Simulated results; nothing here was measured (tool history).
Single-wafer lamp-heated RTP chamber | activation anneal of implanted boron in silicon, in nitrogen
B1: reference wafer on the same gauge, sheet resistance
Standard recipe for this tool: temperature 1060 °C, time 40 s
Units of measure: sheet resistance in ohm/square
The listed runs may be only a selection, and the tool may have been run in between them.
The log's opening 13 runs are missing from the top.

At hour 1024.4: reflector plate cleaned.
Run 14, hour 1024.9: usual settings; B1 175.91. Result: sheet resistance 177.06 ohm/square.
At hour 1135.7: gauge calibrated.
At hour 1238.1: pyrometer window cleaned and pyrometer calibrated.
Run 15, hour 1294.8: usual settings; B1 175.96. Result: sheet resistance 176.58 ohm/square.
Run 16, hour 1373.9: usual settings; B1 175.94. Result: sheet resistance 176.81 ohm/square.
Run 17, hour 1451.9: usual settings; B1 175.99. Result: sheet resistance 177.04 ohm/square.
Run 18, hour 1552.4: usual settings but time 23 s; B1 176.02. Result: sheet resistance 178.57 ohm/square.
Run 19, hour 1641.4: usual settings but time 51 s; B1 175.97. Result: sheet resistance 176.14 ohm/square.
Run 20, hour 1708: usual settings but temperature 1088 °C, time 62 s; B1 176.02. Result: sheet resistance 173.26 ohm/square.
Run 21, hour 1770.7: usual settings but temperature 1036 °C, time 49 s; B1 175.93. Result: sheet resistance 178.14 ohm/square.
At hour 1793: reflector plate cleaned.
Run 22, hour 1877.6: usual settings; B1 175.92. Result: sheet resistance 176.75 ohm/square.
Run 23, hour 1963.1: usual settings; B1 176.02. Result: sheet resistance 176.7 ohm/square.
At hour 2014.4: pyrometer window cleaned and pyrometer calibrated.
Run 24, hour 2025.7: usual settings but time 22 s; B1 176.04. Result: sheet resistance 178.67 ohm/square.
Run 25, hour 2104.7: usual settings but temperature 1088 °C, time 20 s; B1 175.99. Result: sheet resistance 177.62 ohm/square.
Run 26, hour 2164.4: usual settings but temperature 1076 °C, time 50 s; B1 176.02. Result: sheet resistance 175.19 ohm/square.
Run 27, hour 2207.7: usual settings but temperature 1048 °C; B1 176.04. Result: sheet resistance 177.43 ohm/square.
Run 28, hour 2262.3: usual settings; B1 175.99. Result: sheet resistance 176.56 ohm/square.
Run 29, hour 2362.4: usual settings but time 27 s; B1 176.04. Result: sheet resistance 178.55 ohm/square.
Run 30, hour 2466.5: usual settings but temperature 1081 °C, time 26 s; B1 175.98. Result: sheet resistance 177.04 ohm/square.
Run 31, hour 2532.3: usual settings but time 22 s; B1 176.02. Result: sheet resistance 178.88 ohm/square.
At hour 2551.7: reflector plate cleaned.
Run 32, hour 2592.6: usual settings but temperature 1054 °C, time 48 s; B1 176.02. Result: sheet resistance 176.71 ohm/square.
At hour 2610.1: pyrometer window cleaned and pyrometer calibrated.
Run 33, hour 2667: usual settings but temperature 1076 °C, time 32 s; B1 175.95. Result: sheet resistance 176.73 ohm/square.
Run 34, hour 2739: usual settings but temperature 1074 °C, time 47 s; B1 175.98. Result: sheet resistance 175.55 ohm/square.
Run 35, hour 2828.9: usual settings but temperature 1069 °C, time 61 s; B1 175.94. Result: sheet resistance 174.79 ohm/square.
Run 36, hour 2929.7: usual settings; B1 176.04. Result: sheet resistance 177.11 ohm/square.

Alternative continuations, all from the tool just after run 36; predict every row:
Run A, hour 2930.1: usual settings but time 26 s; B1 ?. Result: sheet resistance ?.
Run B, hour 2930.1: usual settings but time 47 s; B1 ?. Result: sheet resistance ?.
Run C, hour 2930.1: usual settings but time 52 s; B1 ?. Result: sheet resistance ?.
Run D, hour 2930.1: usual settings but temperature 1069 °C, time 25 s; B1 ?. Result: sheet resistance ?.

run      B1  sheet resistance
  A  176.05            177.98
  B  176.05            176.16
  C  176.05             175.8
  D  176.05            177.59
Take away the tool's hidden state, keep each run's random variation, and the runs would have read:
run  sheet resistance
  A            177.98
  B            176.16
  C             175.8
  D            177.59

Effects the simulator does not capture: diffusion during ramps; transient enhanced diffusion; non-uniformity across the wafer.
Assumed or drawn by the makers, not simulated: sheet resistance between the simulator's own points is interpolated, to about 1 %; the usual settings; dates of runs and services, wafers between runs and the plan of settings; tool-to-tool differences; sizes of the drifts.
